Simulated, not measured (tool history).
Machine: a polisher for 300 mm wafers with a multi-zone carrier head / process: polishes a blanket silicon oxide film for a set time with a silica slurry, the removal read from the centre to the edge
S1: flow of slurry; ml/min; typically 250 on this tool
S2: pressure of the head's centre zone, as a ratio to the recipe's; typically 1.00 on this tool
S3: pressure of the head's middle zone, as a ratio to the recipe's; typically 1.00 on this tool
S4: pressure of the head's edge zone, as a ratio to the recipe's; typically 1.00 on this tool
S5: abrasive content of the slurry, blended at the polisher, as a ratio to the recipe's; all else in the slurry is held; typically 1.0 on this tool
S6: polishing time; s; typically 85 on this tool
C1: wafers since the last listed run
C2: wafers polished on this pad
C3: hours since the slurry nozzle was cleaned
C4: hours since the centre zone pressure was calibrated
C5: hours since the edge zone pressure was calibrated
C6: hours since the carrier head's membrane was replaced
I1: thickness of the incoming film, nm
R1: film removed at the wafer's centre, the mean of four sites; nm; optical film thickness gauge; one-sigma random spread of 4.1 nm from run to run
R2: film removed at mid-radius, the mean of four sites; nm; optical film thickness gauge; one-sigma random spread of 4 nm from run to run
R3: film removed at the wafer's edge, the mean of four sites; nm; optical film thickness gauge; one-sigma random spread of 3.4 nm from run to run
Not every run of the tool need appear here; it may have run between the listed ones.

| run | hour | S1 | S2 | S3 | S4 | S5 | S6 | C1 | C2 | C3 | C4 | C5 | C6 | I1 | R1 | R2 | R3 |
|---|---|---|---|---|---|---|---|---|---|---|---|---|---|---|---|---|---|
| 1 | 0.0 | 250 | 1.00 | 1.05 | 1.00 | 1.0 | 85 | 0 | 32 | 350.4 | 631.0 | 1098.1 | 40.6 | 923.5 | 296.5 | 287.4 | 285.7 |
| 2 | 8.4 | 250 | 1.00 | 1.05 | 1.00 | 1.0 | 85 | 68 | 100 | 358.8 | 639.4 | 1106.5 | 49.0 | 957.9 | 287.0 | 295.4 | 283.0 |
| 3 | 17.6 | 250 | 1.00 | 1.05 | 1.00 | 1.0 | 85 | 74 | 175 | 368.0 | 648.6 | 1115.7 | 58.2 | 957.7 | 298.2 | 301.4 | 285.4 |
| 4 | 24.5 | 250 | 1.00 | 1.00 | 1.00 | 1.0 | 85 | 55 | 231 | 374.9 | 655.5 | 1122.6 | 65.1 | 946.3 | 298.4 | 284.4 | 287.7 |
| 5 | 35.4 | 310 | 1.00 | 1.00 | 1.00 | 0.9 | 85 | 88 | 319 | 385.8 | 666.4 | 1133.5 | 76.0 | 938.4 | 294.5 | 276.5 | 275.7 |
|  | 44.3 | slurry nozzle cleaned |
| 6 | 44.8 | 220 | 0.96 | 0.92 | 1.11 | 1.0 | 85 | 68 | 387 | 0.5 | 675.8 | 1142.9 | 85.4 | 951.8 | 288.9 | 261.7 | 297.0 |
| 7 | 56.8 | 250 | 1.00 | 1.00 | 1.00 | 1.0 | 85 | 97 | 485 | 12.5 | 687.8 | 1154.9 | 97.4 | 948.0 | 289.2 | 281.3 | 279.6 |
| 8 | 64.3 | 250 | 1.00 | 1.11 | 1.00 | 1.0 | 85 | 60 | 545 | 20.0 | 695.3 | 1162.4 | 104.9 | 945.5 | 309.9 | 308.2 | 285.5 |
| 9 | 80.3 | 250 | 1.00 | 1.00 | 1.04 | 1.0 | 77 | 129 | 675 | 36.0 | 711.3 | 1178.4 | 120.9 | 951.5 | 272.6 | 252.6 | 264.9 |
| 10 | 92.5 | 250 | 1.00 | 0.91 | 1.00 | 1.0 | 85 | 98 | 774 | 48.2 | 723.5 | 1190.6 | 133.1 | 934.0 | 299.3 | 254.1 | 290.7 |
| 11 | 106.9 | 250 | 0.91 | 1.00 | 0.95 | 1.3 | 93 | 116 | 891 | 62.6 | 737.9 | 1205.0 | 147.5 | 925.1 | 340.0 | 345.7 | 345.8 |
|  | 111.5 | edge zone pressure recalibrated |
|  | 114.2 | worn pad replaced by a new one |
| 12 | 118.6 | 250 | 0.92 | 1.00 | 1.00 | 1.0 | 85 | 56 | 35 | 74.3 | 749.6 | 7.1 | 159.2 | 926.9 | 285.0 | 276.2 | 280.8 |
| 13 | 135.6 | 205 | 1.00 | 1.00 | 1.00 | 1.0 | 85 | 137 | 173 | 91.3 | 766.6 | 24.1 | 176.2 | 939.6 | 300.3 | 274.4 | 280.1 |
| 14 | 144.8 | 250 | 1.00 | 1.00 | 1.00 | 1.0 | 85 | 74 | 248 | 100.5 | 775.8 | 33.3 | 185.4 | 938.9 | 308.4 | 274.3 | 283.9 |
|  | 155.8 | centre zone pressure recalibrated |
| 15 | 159.3 | 250 | 1.00 | 1.00 | 1.00 | 1.0 | 85 | 101 | 349 | 115.0 | 3.5 | 47.8 | 199.9 | 952.2 | 283.2 | 277.5 | 288.2 |
| 16 | 167.0 | 250 | 1.09 | 1.00 | 1.00 | 1.0 | 85 | 62 | 411 | 122.7 | 11.2 | 55.5 | 207.6 | 930.2 | 299.5 | 280.3 | 286.4 |
| 17 | 180.7 | 250 | 1.00 | 1.00 | 0.95 | 1.0 | 85 | 111 | 522 | 136.4 | 24.9 | 69.2 | 221.3 | 932.6 | 278.8 | 280.2 | 283.3 |
| 18 | 188.2 | 250 | 1.00 | 0.91 | 1.00 | 1.0 | 85 | 60 | 583 | 143.9 | 32.4 | 76.7 | 228.8 | 960.3 | 277.2 | 256.4 | 287.9 |
|  | 210.9 | worn pad replaced by a new one |
| 19 | 229.5 | 300 | 1.00 | 1.00 | 1.00 | 1.0 | 109 | 302 | 150 | 185.2 | 73.7 | 118.0 | 270.1 | 937.4 | 355.8 | 377.6 | 368.3 |
| 20 | 244.2 | 250 | 1.00 | 1.00 | 1.00 | 1.0 | 85 | 119 | 269 | 199.9 | 88.4 | 132.7 | 284.8 | 944.1 | 278.9 | 279.4 | 282.3 |
| 21 | 254.5 | 305 | 1.09 | 0.91 | 1.00 | 1.0 | 103 | 83 | 352 | 210.2 | 98.7 | 143.0 | 295.1 | 957.8 | 372.9 | 326.2 | 353.5 |

What if the next run were any one of these 5? Each begins from the tool's condition after run 21:
| A | 254.9 | 250 | 1.00 | 1.00 | 1.00 | 1.0 | 85 | 3 | 356 | 210.6 | 99.1 | 143.4 | 295.5 | 956.5 | ? | ? | ? |
| B | 254.9 | 250 | 1.00 | 1.00 | 1.00 | 1.1 | 71 | 3 | 356 | 210.6 | 99.1 | 143.4 | 295.5 | 956.5 | ? | ? | ? |
| C | 254.9 | 285 | 1.00 | 1.00 | 1.00 | 1.0 | 111 | 3 | 356 | 210.6 | 99.1 | 143.4 | 295.5 | 956.5 | ? | ? | ? |
| D | 254.9 | 175 | 1.00 | 1.00 | 1.00 | 1.2 | 85 | 3 | 356 | 210.6 | 99.1 | 143.4 | 295.5 | 956.5 | ? | ? | ? |
| E | 254.9 | 280 | 1.00 | 1.08 | 1.00 | 0.8 | 72 | 3 | 356 | 210.6 | 99.1 | 143.4 | 295.5 | 956.5 | ? | ? | ? |

| run | R1 | R2 | R3 |
|---|---|---|---|
| A | 277.4 | 278.6 | 284.8 |
| B | 240.4 | 241.5 | 246.9 |
| C | 367.7 | 368.8 | 375.8 |
| D | 282.7 | 285.4 | 295.2 |
| E | 217.5 | 232.7 | 222.0 |
What these runs would have given with no unlogged condition in the tool:
| run | R1 | R2 | R3 |
|---|---|---|---|
| A | 279.0 | 278.6 | 284.8 |
| B | 241.8 | 241.5 | 246.9 |
| C | 369.8 | 368.8 | 375.8 |
| D | 284.3 | 285.4 | 295.2 |
| E | 218.7 | 232.7 | 222.0 |
